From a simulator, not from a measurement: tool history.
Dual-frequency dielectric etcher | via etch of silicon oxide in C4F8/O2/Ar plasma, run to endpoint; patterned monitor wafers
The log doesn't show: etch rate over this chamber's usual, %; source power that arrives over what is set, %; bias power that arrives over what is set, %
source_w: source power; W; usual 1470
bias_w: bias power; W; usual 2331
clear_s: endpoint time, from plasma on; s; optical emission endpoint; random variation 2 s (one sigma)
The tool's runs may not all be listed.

run   hour  source_w  bias_w  wafers since the last listed run  hours since the last wet clean  hours since the last source power generator calibration  hours since the last bias power generator calibration  hours since the last upper electrode change  incoming incoming film thickness, nm  clear_s
  1      0      1470    2614                                 0                            89.3                                                   2432.6                                                 2275.7                                         1590                                1849.5    378.4
  2   12.8      1470    2614                                76                           102.1                                                   2445.4                                                 2288.5                                       1602.8                                  1852    373.8
  3   31.4      1470    2614                               110                           120.7                                                     2464                                                 2307.1                                       1621.4                                1835.5    373.4
  4   46.6      1470    2331                                90                           135.9                                                   2479.2                                                 2322.3                                       1636.6                                1832.7    386.5
  5     79      1470    2331                               192                           168.3                                                   2511.6                                                 2354.7                                         1669                                1843.3    388.4
  6  100.8      1470    2331                               129                           190.1                                                   2533.4                                                 2376.5                                       1690.8                                1840.1    387.9
  7    115      1470    2560                                84                           204.3                                                   2547.6                                                 2390.7                                         1705                                1818.4    371.3
  8  143.4      1470    2331                               168                           232.7                                                     2576                                                 2419.1                                       1733.4                                1840.8    388.4
  9  162.3      1470    1940                               112                           251.6                                                   2594.9                                                   2438                                       1752.3                                  1842    413.8
 10  187.4      1470    2331                               149                           276.7                                                     2620                                                 2463.1                                       1777.4                                1855.3    391.7
 11  219.5      1470    2331                               190                           308.8                                                   2652.1                                                 2495.2                                       1809.5                                1849.5    389.4
     228.4  -- bias power generator calibrated
 12    254      1180    2331                               181                           343.3                                                   2686.6                                                   25.6                                         1844                                1845.9    417.1
 13  279.9      1180    2331                               153                           369.2                                                   2712.5                                                   51.5                                       1869.9                                1828.8    409.5
 14  307.8      1340    2331                               165                           397.1                                                   2740.4                                                   79.4                                       1897.8                                1826.1    394.1
 15    324      1360    2561                                96                           413.3                                                   2756.6                                                   95.6                                         1914                                1853.3    385.7
 16  337.3      1630    2613                                79                           426.6                                                   2769.9                                                  108.9                                       1927.3                                1857.1    367.1
 17  365.8      1470    2331                               169                           455.1                                                   2798.4                                                  137.4                                       1955.8                                1861.3    392.2
 18  396.5      1470    2331                               182                           485.8                                                   2829.1                                                  168.1                                       1986.5                                1850.3    394.2
 19  412.4      1630    2613                                94                           501.7                                                     2845                                                    184                                       2002.4                                1843.7    364.1
 20  447.1      1470    2331                               206                           536.4                                                   2879.7                                                  218.7                                       2037.1                                1843.8    386.5
     483.9  -- wet clean of the chamber
 21  484.4      1300    2836                                79                             0.5                                                     2917                                                    256                                       2074.4                                1836.9    372.9
     524.9  -- upper electrode replaced
 22  525.4      1270    2597                               101                            41.5                                                     2958                                                    297                                          0.5                                1848.1    393.4
 23  530.5      1230    2331                                30                            46.6                                                   2963.1                                                  302.1                                          5.6                                1846.7    414.1
     540.2  -- source power generator calibrated
 24  542.5      1290    1975                                47                            58.6                                                      2.3                                                  314.1                                         17.6                                1847.8    427.1
 25  566.2      1130    2479                               140                            82.3                                                       26                                                  337.8                                         41.3                                1852.2    413.3
 26  586.1      1470    2614                               118                           102.2                                                     45.9                                                  357.7                                         61.2                                1833.8    373.4
 27  609.1      1310    2728                               136                           125.2                                                     68.9                                                  380.7                                         84.2                                1867.2    387.2
 28  689.8      1670    2113                               479                           205.9                                                    149.6                                                  461.4                                        164.9                                1857.9    385.7
 29  714.5      1810    2331                               146                           230.6                                                    174.3                                                  486.1                                        189.6                                1839.2    365.9

5 ways to go on from here, each from the tool as it stands after run 29. What would each give?
  A   715      1470    2889                                 2                           231.1                                                    174.8                                                  486.6                                        190.1                                1814.2        ?
  B   715      1120    1827                                 2                           231.1                                                    174.8                                                  486.6                                        190.1                                1814.2        ?
  C   715      1730    2331                                 2                           231.1                                                    174.8                                                  486.6                                        190.1                                1814.2        ?
  D   715      1150    2047                                 2                           231.1                                                    174.8                                                  486.6                                        190.1                                1814.2        ?
  E   715      1290    1841                                 2                           231.1                                                    174.8                                                  486.6                                        190.1                                1814.2        ?

run  clear_s
  A    356.6
  B    449.1
  C    364.4
  D    429.6
  E      430
Without the tool's hidden state the same runs would have given:
run  clear_s
  A    356.6
  B    449.1
  C    364.4
  D    429.6
  E      430
